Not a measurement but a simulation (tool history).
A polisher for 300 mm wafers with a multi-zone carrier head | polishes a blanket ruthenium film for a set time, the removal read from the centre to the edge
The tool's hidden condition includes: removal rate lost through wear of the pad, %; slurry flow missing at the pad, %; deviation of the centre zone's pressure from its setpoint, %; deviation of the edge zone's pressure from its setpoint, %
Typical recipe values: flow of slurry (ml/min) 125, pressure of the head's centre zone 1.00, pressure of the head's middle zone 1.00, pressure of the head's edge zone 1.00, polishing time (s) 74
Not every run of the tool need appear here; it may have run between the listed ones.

run    hour  flow of slurry (ml/min)  pressure of the head's centre zone  pressure of the head's middle zone  pressure of the head's edge zone  polishing time (s)  wafers since the last listed run  wafers polished on this pad  hours since the slurry nozzle was cleaned  hours since the centre zone pressure was calibrated  hours since the edge zone pressure was calibrated  hours since the carrier head's membrane was replaced  incoming thickness of the incoming film, nm  film removed at the wafer's centre (angstrom)  film removed at mid-radius (angstrom)  film removed at the wafer's edge (angstrom)
  1     0.0                      125                                1.00                                1.00                              1.00                  74                                 0                         2088                                      373.8                                                504.0                                              688.0                                                 673.3                                        555.8                                            761                                    783                                          736
  2    50.5                      125                                1.00                                1.00                              1.00                  74                               631                         2719                                      424.3                                                554.5                                              738.5                                                 723.8                                        550.7                                            754                                    768                                          748
       89.9  -- centre zone pressure recalibrated
  3    97.3                      125                                1.00                                1.00                              1.00                  74                               559                         3279                                      471.1                                                  7.4                                              785.3                                                 770.6                                        553.3                                            745                                    780                                          730
      130.0  -- worn pad replaced by a new one
  4   151.8                      125                                1.00                                1.00                              1.00                  74                               631                          272                                      525.6                                                 61.9                                              839.8                                                 825.1                                        555.9                                            814                                    848                                          801
  5   200.6                      125                                1.00                                1.00                              1.00                  74                               609                          882                                      574.4                                                110.7                                              888.6                                                 873.9                                        548.4                                            773                                    831                                          782
      223.6  -- slurry nozzle cleaned
      418.3  -- worn pad replaced by a new one
  6   476.4                      125                                1.00                                1.00                              1.00                  74                              3383                          726                                      252.8                                                386.5                                             1164.4                                                1149.7                                        557.0                                            793                                    830                                          779
  7   516.3                      125                                1.00                                1.00                              1.00                  74                               498                         1224                                      292.7                                                426.4                                             1204.3                                                1189.6                                        549.7                                            785                                    801                                          752
  8   569.9                      125                                1.00                                1.00                              1.00                  74                               669                         1894                                      346.3                                                480.0                                             1257.9                                                1243.2                                        543.3                                            755                                    792                                          746
      613.0  -- edge zone pressure recalibrated
  9   638.8                      125                                1.00                                1.00                              1.00                  74                               836                         2730                                      415.2                                                548.9                                               25.8                                                1312.1                                        548.0                                            749                                    788                                          742
      697.2  -- worn pad replaced by a new one
      731.7  -- carrier head's membrane replaced by a new one
 10   733.2                      125                                1.00                                0.88                              1.00                  74                              1067                          386                                      509.6                                                643.3                                              120.2                                                   1.5                                        554.6                                            784                                    746                                          771
      739.5  -- centre zone pressure recalibrated
 11   802.2                      125                                1.10                                0.89                              1.00                  49                               837                         1224                                      578.6                                                 62.7                                              189.2                                                  70.5                                        551.4                                            558                                    488                                          501
      869.9  -- slurry nozzle cleaned
 12   898.6                      125                                1.00                                1.00                              1.00                  56                              1192                         2416                                       28.7                                                159.1                                              285.6                                                 166.9                                        550.1                                            563                                    596                                          565
      992.9  -- worn pad replaced by a new one
 13  1049.3                      125                                0.94                                0.92                              0.93                  66                              1833                          704                                      179.4                                                309.8                                              436.3                                                 317.6                                        551.5                                            663                                    671                                          660
 14  1136.2                      125                                0.96                                1.00                              0.91                  74                              1085                         1790                                      266.3                                                396.7                                              523.2                                                 404.5                                        550.3                                            723                                    782                                          714
 15  1187.3                      125                                1.00                                1.00                              1.00                  90                               638                         2428                                      317.4                                                447.8                                              574.3                                                 455.6                                        549.0                                            919                                    955                                          897
     1225.8  -- worn pad replaced by a new one
 16  1276.7                      125                                1.09                                1.07                              1.00                  84                              1067                          636                                      406.8                                                537.2                                              663.7                                                 545.0                                        542.8                                            983                                   1031                                          882
 17  1339.5                      125                                1.00                                1.00                              1.00                  74                               784                         1421                                      469.6                                                600.0                                              726.5                                                 607.8                                        542.4                                            768                                    817                                          750

Pick out some run-to-run changes in film removed at the wafer's centre (angstrom). Of each, how much would a tool without hidden state show as well, from the settings, what came in and chance, and how much is left for the hidden state and any gauge scatter not in both results compared?
Run 3 -> 4: worn pad replaced by a new one. film removed at the wafer's centre (angstrom) +69: hidden state +64, all else +5.
Run 10 -> 11: pressure of the head's centre zone 1.00 -> 1.10, pressure of the head's middle zone 0.88 -> 0.89, polishing time (s) 74 -> 49, centre zone pressure recalibrated. film removed at the wafer's centre (angstrom) -226: hidden state -11, all else -215.

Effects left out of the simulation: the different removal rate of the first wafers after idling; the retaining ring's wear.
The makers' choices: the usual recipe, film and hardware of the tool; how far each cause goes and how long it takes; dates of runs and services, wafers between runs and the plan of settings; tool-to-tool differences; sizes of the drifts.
